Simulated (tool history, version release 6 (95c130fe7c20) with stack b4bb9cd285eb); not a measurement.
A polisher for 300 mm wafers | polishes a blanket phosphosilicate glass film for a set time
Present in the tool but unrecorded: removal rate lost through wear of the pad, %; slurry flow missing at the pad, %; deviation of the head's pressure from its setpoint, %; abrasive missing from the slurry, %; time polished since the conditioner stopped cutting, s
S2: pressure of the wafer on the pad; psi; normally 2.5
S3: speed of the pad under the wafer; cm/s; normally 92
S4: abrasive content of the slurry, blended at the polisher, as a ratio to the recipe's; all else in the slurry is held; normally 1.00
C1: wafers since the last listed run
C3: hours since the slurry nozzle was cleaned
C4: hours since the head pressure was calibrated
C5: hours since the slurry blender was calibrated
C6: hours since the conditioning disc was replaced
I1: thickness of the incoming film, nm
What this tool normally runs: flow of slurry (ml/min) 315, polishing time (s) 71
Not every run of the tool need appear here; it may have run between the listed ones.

{"run": 1, "day": 0.0, "flow of slurry (ml/min)": 315, "S2": 2.5, "S3": 92, "S4": 1.0, "polishing time (s)": 71, "C1": 0, "wafers polished on this pad": 1653, "C3": 767.8, "C4": 975.1, "C5": 152.6, "C6": 432.4, "I1": 4495.1, "film removed (Å)": 4386}
{"day": 0.154, "done": "conditioning disc replaced and pad reconditioned"}
{"run": 2, "day": 1.821, "flow of slurry (ml/min)": 315, "S2": 1.9, "S3": 92, "S4": 1.0, "polishing time (s)": 71, "C1": 468, "wafers polished on this pad": 2122, "C3": 811.5, "C4": 1018.8, "C5": 196.3, "C6": 40.0, "I1": 4479.8, "film removed (Å)": 3543}
{"run": 3, "day": 2.983, "flow of slurry (ml/min)": 315, "S2": 1.9, "S3": 92, "S4": 1.0, "polishing time (s)": 71, "C1": 313, "wafers polished on this pad": 2435, "C3": 839.4, "C4": 1046.7, "C5": 224.2, "C6": 67.9, "I1": 4458.3, "film removed (Å)": 3427}
{"day": 4.721, "done": "slurry nozzle cleaned"}
{"run": 4, "day": 4.742, "flow of slurry (ml/min)": 315, "S2": 1.9, "S3": 92, "S4": 1.0, "polishing time (s)": 71, "C1": 463, "wafers polished on this pad": 2899, "C3": 0.5, "C4": 1088.9, "C5": 266.4, "C6": 110.1, "I1": 4430.5, "film removed (Å)": 3801}
{"run": 5, "day": 7.333, "flow of slurry (ml/min)": 315, "S2": 2.5, "S3": 92, "S4": 1.15, "polishing time (s)": 71, "C1": 699, "wafers polished on this pad": 3598, "C3": 62.7, "C4": 1151.1, "C5": 328.6, "C6": 172.3, "I1": 4505.7, "film removed (Å)": 5080}
{"day": 7.592, "done": "worn pad replaced by a new one"}
{"run": 6, "day": 8.862, "flow of slurry (ml/min)": 315, "S2": 2.5, "S3": 92, "S4": 1.0, "polishing time (s)": 71, "C1": 367, "wafers polished on this pad": 343, "C3": 99.4, "C4": 1187.8, "C5": 365.3, "C6": 209.0, "I1": 4583.6, "film removed (Å)": 4631}
{"day": 10.512, "done": "head pressure recalibrated"}
{"run": 7, "day": 11.446, "flow of slurry (ml/min)": 315, "S2": 2.5, "S3": 92, "S4": 1.15, "polishing time (s)": 71, "C1": 674, "wafers polished on this pad": 1018, "C3": 161.4, "C4": 22.4, "C5": 427.3, "C6": 271.0, "I1": 4567.6, "film removed (Å)": 5079}
{"run": 8, "day": 14.225, "flow of slurry (ml/min)": 315, "S2": 2.5, "S3": 92, "S4": 1.0, "polishing time (s)": 71, "C1": 749, "wafers polished on this pad": 1768, "C3": 228.1, "C4": 89.1, "C5": 494.0, "C6": 337.7, "I1": 4504.6, "film removed (Å)": 4616}
{"day": 16.154, "done": "conditioning disc replaced and pad reconditioned"}
{"day": 16.354, "done": "slurry blender recalibrated"}
{"run": 9, "day": 16.392, "flow of slurry (ml/min)": 315, "S2": 2.1, "S3": 76, "S4": 1.0, "polishing time (s)": 50, "C1": 539, "wafers polished on this pad": 2307, "C3": 280.1, "C4": 141.1, "C5": 0.9, "C6": 5.7, "I1": 4441.5, "film removed (Å)": 2366}
{"run": 10, "day": 19.012, "flow of slurry (ml/min)": 395, "S2": 2.5, "S3": 92, "S4": 1.0, "polishing time (s)": 71, "C1": 707, "wafers polished on this pad": 3015, "C3": 343.0, "C4": 204.0, "C5": 63.8, "C6": 68.6, "I1": 4429.7, "film removed (Å)": 4689}
{"day": 23.212, "done": "worn pad replaced by a new one"}
{"run": 11, "day": 23.871, "flow of slurry (ml/min)": 280, "S2": 3.1, "S3": 100, "S4": 1.0, "polishing time (s)": 63, "C1": 1266, "wafers polished on this pad": 178, "C3": 459.6, "C4": 320.6, "C5": 180.4, "C6": 185.2, "I1": 4465.0, "film removed (Å)": 5033}
{"run": 12, "day": 27.775, "flow of slurry (ml/min)": 395, "S2": 3.3, "S3": 92, "S4": 1.0, "polishing time (s)": 71, "C1": 1053, "wafers polished on this pad": 1231, "C3": 553.3, "C4": 414.3, "C5": 274.1, "C6": 278.9, "I1": 4481.3, "film removed (Å)": 5812}
{"run": 13, "day": 30.062, "flow of slurry (ml/min)": 415, "S2": 2.5, "S3": 124, "S4": 1.25, "polishing time (s)": 71, "C1": 617, "wafers polished on this pad": 1848, "C3": 608.2, "C4": 469.2, "C5": 329.0, "C6": 333.8, "I1": 4519.0, "film removed (Å)": 6673}
{"day": 32.325, "done": "conditioning disc replaced and pad reconditioned"}
{"run": 14, "day": 32.554, "flow of slurry (ml/min)": 315, "S2": 2.5, "S3": 92, "S4": 1.0, "polishing time (s)": 71, "C1": 649, "wafers polished on this pad": 2498, "C3": 668.0, "C4": 529.0, "C5": 388.8, "C6": 5.5, "I1": 4541.9, "film removed (Å)": 4454}
{"run": 15, "day": 34.188, "flow of slurry (ml/min)": 350, "S2": 2.5, "S3": 104, "S4": 0.8, "polishing time (s)": 90, "C1": 440, "wafers polished on this pad": 2939, "C3": 707.2, "C4": 568.2, "C5": 428.0, "C6": 44.7, "I1": 4483.5, "film removed (Å)": 5226}
{"run": 16, "day": 36.333, "flow of slurry (ml/min)": 315, "S2": 1.7, "S3": 92, "S4": 0.9, "polishing time (s)": 60, "C1": 579, "wafers polished on this pad": 3518, "C3": 758.7, "C4": 619.7, "C5": 479.5, "C6": 96.2, "I1": 4553.0, "film removed (Å)": 2525}
{"run": 17, "day": 37.583, "flow of slurry (ml/min)": 315, "S2": 2.5, "S3": 92, "S4": 1.0, "polishing time (s)": 52, "C1": 337, "wafers polished on this pad": 3855, "C3": 788.7, "C4": 649.7, "C5": 509.5, "C6": 126.2, "I1": 4537.9, "film removed (Å)": 3181}
{"day": 37.758, "done": "slurry blender recalibrated"}
{"day": 40.05, "done": "worn pad replaced by a new one"}
{"run": 18, "day": 40.183, "flow of slurry (ml/min)": 415, "S2": 2.5, "S3": 124, "S4": 1.25, "polishing time (s)": 71, "C1": 634, "wafers polished on this pad": 36, "C3": 851.1, "C4": 712.1, "C5": 58.2, "C6": 188.6, "I1": 4476.0, "film removed (Å)": 6498}
{"run": 19, "day": 42.054, "flow of slurry (ml/min)": 385, "S2": 3.1, "S3": 112, "S4": 1.0, "polishing time (s)": 71, "C1": 504, "wafers polished on this pad": 540, "C3": 896.0, "C4": 757.0, "C5": 103.1, "C6": 233.5, "I1": 4497.6, "film removed (Å)": 6228}
{"day": 42.333, "done": "slurry nozzle cleaned"}
{"run": 20, "day": 44.612, "flow of slurry (ml/min)": 315, "S2": 2.5, "S3": 92, "S4": 1.0, "polishing time (s)": 71, "C1": 679, "wafers polished on this pad": 1219, "C3": 54.7, "C4": 818.4, "C5": 164.5, "C6": 294.9, "I1": 4495.7, "film removed (Å)": 4579}
{"day": 47.133, "done": "conditioning disc replaced and pad reconditioned"}
{"run": 21, "day": 47.154, "flow of slurry (ml/min)": 315, "S2": 2.0, "S3": 92, "S4": 1.0, "polishing time (s)": 71, "C1": 663, "wafers polished on this pad": 1883, "C3": 115.7, "C4": 879.4, "C5": 225.5, "C6": 0.5, "I1": 4494.8, "film removed (Å)": 3770}
{"run": 22, "day": 49.462, "flow of slurry (ml/min)": 315, "S2": 2.5, "S3": 92, "S4": 1.1, "polishing time (s)": 71, "C1": 622, "wafers polished on this pad": 2506, "C3": 171.1, "C4": 934.8, "C5": 280.9, "C6": 55.9, "I1": 4437.4, "film removed (Å)": 4882}
{"run": 23, "day": 50.892, "flow of slurry (ml/min)": 360, "S2": 1.7, "S3": 112, "S4": 1.0, "polishing time (s)": 71, "C1": 385, "wafers polished on this pad": 2891, "C3": 205.4, "C4": 969.1, "C5": 315.2, "C6": 90.2, "I1": 4476.3, "film removed (Å)": 4027}
{"run": 24, "day": 53.671, "flow of slurry (ml/min)": 210, "S2": 2.5, "S3": 92, "S4": 1.0, "polishing time (s)": 49, "C1": 749, "wafers polished on this pad": 3641, "C3": 272.1, "C4": 1035.8, "C5": 381.9, "C6": 156.9, "I1": 4519.7, "film removed (Å)": 2956}

For each entry between runs, how does the tool's hidden state at the last listed run before it compare with that at the first listed run after it?
Run 1 -> run 2: conditioning disc replaced and pad reconditioned (day 0.154)
  slurry flow missing at the pad, %: 38.3 -> 40.3
  difference, measured minus the result without the unlogged condition, film removed (Å): -278 -> -246
Run 3 -> run 4: slurry nozzle cleaned (day 4.721)
  slurry flow missing at the pad, %: 41.6 -> 1.99
  difference, measured minus the result without the unlogged condition, film removed (Å): -252 -> -7
Run 5 -> run 6: worn pad replaced by a new one (day 7.592)
  slurry flow missing at the pad, %: 4.9 -> 6.61
  difference, measured minus the result without the unlogged condition, film removed (Å): -25 -> -31
Run 6 -> run 7: head pressure recalibrated (day 10.512)
  slurry flow missing at the pad, %: 6.61 -> 9.51
  difference, measured minus the result without the unlogged condition, film removed (Å): -31 -> -51
Run 8 -> run 9: conditioning disc replaced and pad reconditioned (day 16.154); slurry blender recalibrated (day 16.354)
  slurry flow missing at the pad, %: 12.6 -> 15.1
  difference, measured minus the result without the unlogged condition, film removed (Å): -64 -> -41
Run 10 -> run 11: worn pad replaced by a new one (day 23.212)
  slurry flow missing at the pad, %: 18 -> 23.5
  difference, measured minus the result without the unlogged condition, film removed (Å): -79 -> -171
Run 13 -> run 14: conditioning disc replaced and pad reconditioned (day 32.325)
  slurry flow missing at the pad, %: 30.4 -> 33.2
  difference, measured minus the result without the unlogged condition, film removed (Å): -217 -> -222
Run 17 -> run 18: slurry blender recalibrated (day 37.758); worn pad replaced by a new one (day 40.050)
  slurry flow missing at the pad, %: 38.8 -> 41.8
  difference, measured minus the result without the unlogged condition, film removed (Å): -207 -> -358
Run 19 -> run 20: slurry nozzle cleaned (day 42.333)
  slurry flow missing at the pad, %: 43.9 -> 4.52
  difference, measured minus the result without the unlogged condition, film removed (Å): -409 -> -20
Run 20 -> run 21: conditioning disc replaced and pad reconditioned (day 47.133)
  slurry flow missing at the pad, %: 4.52 -> 7.38
  difference, measured minus the result without the unlogged condition, film removed (Å): -20 -> -29
